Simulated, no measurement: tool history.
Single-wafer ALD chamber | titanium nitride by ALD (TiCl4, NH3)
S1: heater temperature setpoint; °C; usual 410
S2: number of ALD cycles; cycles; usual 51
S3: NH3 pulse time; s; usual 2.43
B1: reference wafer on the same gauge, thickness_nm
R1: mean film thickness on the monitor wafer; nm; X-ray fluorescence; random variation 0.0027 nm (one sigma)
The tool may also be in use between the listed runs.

{"run": 1, "day": 0.0, "S1": 410, "S2": 51, "S3": 2.43, "B1": 1.214, "R1": 1.107}
{"run": 2, "day": 0.554, "S1": 410, "S2": 51, "S3": 2.43, "B1": 1.215, "R1": 1.099}
{"run": 3, "day": 1.229, "S1": 410, "S2": 51, "S3": 2.12, "B1": 1.215, "R1": 1.1}
{"run": 4, "day": 2.233, "S1": 404, "S2": 54, "S3": 2.43, "B1": 1.214, "R1": 1.165}
{"day": 2.879, "done": "gauge calibrated"}
{"run": 5, "day": 3.125, "S1": 404, "S2": 54, "S3": 2.43, "B1": 1.198, "R1": 1.153}
{"run": 6, "day": 3.662, "S1": 400, "S2": 51, "S3": 2.43, "B1": 1.201, "R1": 1.089}
{"run": 7, "day": 4.75, "S1": 400, "S2": 51, "S3": 2.43, "B1": 1.202, "R1": 1.094}
{"run": 8, "day": 5.396, "S1": 400, "S2": 51, "S3": 2.43, "B1": 1.203, "R1": 1.1}
{"run": 9, "day": 6.275, "S1": 410, "S2": 51, "S3": 2.43, "B1": 1.204, "R1": 1.094}
{"run": 10, "day": 6.804, "S1": 410, "S2": 51, "S3": 2.43, "B1": 1.205, "R1": 1.102}
{"run": 11, "day": 8.267, "S1": 410, "S2": 51, "S3": 2.43, "B1": 1.206, "R1": 1.103}
{"run": 12, "day": 9.083, "S1": 421, "S2": 51, "S3": 2.43, "B1": 1.207, "R1": 1.101}
{"day": 9.55, "done": "showerhead replaced"}
{"run": 13, "day": 10.583, "S1": 410, "S2": 51, "S3": 2.43, "B1": 1.207, "R1": 1.1}
{"run": 14, "day": 11.175, "S1": 410, "S2": 51, "S3": 2.43, "B1": 1.21, "R1": 1.097}
{"run": 15, "day": 12.025, "S1": 410, "S2": 55, "S3": 1.48, "B1": 1.207, "R1": 1.169}
{"run": 16, "day": 14.367, "S1": 410, "S2": 55, "S3": 3.34, "B1": 1.209, "R1": 1.196}
{"run": 17, "day": 15.158, "S1": 410, "S2": 51, "S3": 2.43, "B1": 1.21, "R1": 1.099}
{"run": 18, "day": 16.408, "S1": 410, "S2": 51, "S3": 2.67, "B1": 1.21, "R1": 1.099}
{"day": 16.85, "done": "thermocouple changed; heater temperature recalibrated"}
{"run": 19, "day": 17.162, "S1": 410, "S2": 57, "S3": 2.43, "B1": 1.21, "R1": 1.233}
{"run": 20, "day": 17.996, "S1": 410, "S2": 51, "S3": 2.43, "B1": 1.209, "R1": 1.104}
{"day": 18.462, "done": "gauge calibrated"}
{"run": 21, "day": 19.375, "S1": 422, "S2": 60, "S3": 1.67, "B1": 1.203, "R1": 1.275}
{"run": 22, "day": 20.308, "S1": 410, "S2": 51, "S3": 3.17, "B1": 1.205, "R1": 1.111}
{"run": 23, "day": 21.417, "S1": 395, "S2": 51, "S3": 2.18, "B1": 1.207, "R1": 1.091}
{"run": 24, "day": 22.825, "S1": 399, "S2": 51, "S3": 2.43, "B1": 1.208, "R1": 1.099}
{"run": 25, "day": 23.362, "S1": 410, "S2": 51, "S3": 2.43, "B1": 1.208, "R1": 1.102}
{"run": 26, "day": 24.8, "S1": 395, "S2": 46, "S3": 1.63, "B1": 1.21, "R1": 0.975}
{"run": 27, "day": 27.088, "S1": 419, "S2": 46, "S3": 1.8, "B1": 1.211, "R1": 0.989}
{"run": 28, "day": 28.154, "S1": 410, "S2": 51, "S3": 2.43, "B1": 1.214, "R1": 1.103}

Hidden state or all else? Some run-to-run changes of R1, split into what the settings, what came in and random variation would give without the hidden state, and what is left for the hidden state (with any gauge scatter that isn't in both results):
The hidden state here: wafer temperature above the value expected at the setpoint (K); gauge reads high (%).
Run 4 -> 5: gauge calibrated. R1 -0.012 nm: hidden state -0.014, all else +0.002.
Run 20 -> 21: S1 410 -> 422, S2 51 -> 60, S3 2.43 -> 1.67, gauge calibrated. R1 +0.171 nm: hidden state -0.005, all else +0.176.
Run 21 -> 22: S1 422 -> 410, S2 60 -> 51, S3 1.67 -> 3.17. R1 -0.164 nm: hidden state +0.001, all else -0.165.
